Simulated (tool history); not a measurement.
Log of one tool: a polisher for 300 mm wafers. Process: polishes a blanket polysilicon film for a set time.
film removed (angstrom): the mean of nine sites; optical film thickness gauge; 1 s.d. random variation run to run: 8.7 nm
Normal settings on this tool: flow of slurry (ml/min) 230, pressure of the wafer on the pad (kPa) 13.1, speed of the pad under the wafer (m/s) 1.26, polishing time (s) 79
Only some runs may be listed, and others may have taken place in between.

run,hour,flow of slurry (ml/min),pressure of the wafer on the pad (kPa),speed of the pad under the wafer (m/s),polishing time (s),"incoming thickness of the incoming film, nm",film removed (angstrom)
1,0.0,230,13.1,1.26,79,1560.9,5802
2,47.9,230,13.1,1.26,79,1547.0,5631
# hour 57.7: slurry nozzle cleaned
3,74.4,230,13.1,1.26,79,1579.3,6046
# hour 99.8: worn pad replaced by a new one
4,137.6,230,13.1,1.26,79,1598.5,5731
5,162.6,230,9.7,1.26,79,1589.1,4292
6,229.1,230,9.7,1.26,79,1561.4,4286
7,297.3,230,9.7,1.26,79,1560.3,4291
8,348.0,230,13.1,1.26,79,1586.2,5774
# hour 391.1: slurry nozzle cleaned
9,406.3,230,13.1,1.26,79,1597.1,5938
# hour 418.6: head pressure recalibrated
# hour 432.4: worn pad replaced by a new one
10,471.2,230,13.1,1.26,79,1572.9,5850
11,514.1,230,13.1,1.26,79,1591.8,5745
12,575.4,230,13.1,1.26,63,1595.8,4650
13,633.6,230,13.1,1.48,79,1569.9,6566
14,676.1,230,13.1,1.48,79,1556.9,6615
15,712.5,230,13.1,1.48,79,1601.1,6511
16,740.0,230,13.1,1.26,79,1584.1,5644
# hour 763.3: slurry nozzle cleaned
# hour 766.5: worn pad replaced by a new one
17,781.7,230,13.1,1.26,79,1600.3,6142
18,824.0,230,13.1,1.26,79,1551.3,5841
19,893.1,195,13.1,1.26,70,1591.6,5104
20,928.9,155,11.7,0.94,66,1591.8,2969
21,955.5,230,13.1,0.96,79,1583.6,4316
22,999.8,230,13.1,1.12,67,1568.0,4253
23,1029.9,170,13.1,1.00,79,1575.1,4233
24,1059.4,285,11.0,1.04,79,1584.6,4192
25,1085.2,170,13.1,1.68,79,1575.1,7305
# hour 1095.9: slurry nozzle cleaned
# hour 1139.3: worn pad replaced by a new one
26,1139.8,230,13.1,1.26,99,1585.0,7450
# hour 1161.9: head pressure recalibrated
27,1195.6,230,13.1,1.58,79,1565.4,7384
28,1255.2,230,8.3,1.40,105,1572.2,5374
29,1326.3,150,10.3,1.06,72,1591.4,3164
30,1390.1,170,15.9,1.02,100,1566.8,6759
# hour 1443.5: slurry nozzle cleaned
# hour 1449.1: worn pad replaced by a new one
31,1462.0,230,15.9,1.26,79,1590.7,7217
32,1491.4,230,13.1,1.12,67,1570.6,4463
33,1541.4,230,13.1,1.58,79,1585.5,7305
34,1612.0,230,17.9,1.26,62,1555.2,6204
35,1673.2,230,13.1,1.26,79,1572.7,5595
36,1702.5,230,13.1,1.26,79,1563.3,5618
37,1731.9,230,13.1,1.10,67,1580.4,4174
38,1784.6,280,9.7,0.84,79,1560.8,2873

Predict each of these 3 candidate next runs independently; none follows another, all start after run 38:
A,1785.1,230,13.1,1.26,79,1606.2,?
B,1785.1,230,15.2,1.26,67,1606.2,?
C,1785.1,255,13.1,1.56,62,1606.2,?

run,film removed (angstrom)
A,5656
B,5554
C,5602
Without the tool's unlogged condition, the same runs would have read:
run,film removed (angstrom)
A,6207
B,6095
C,6098
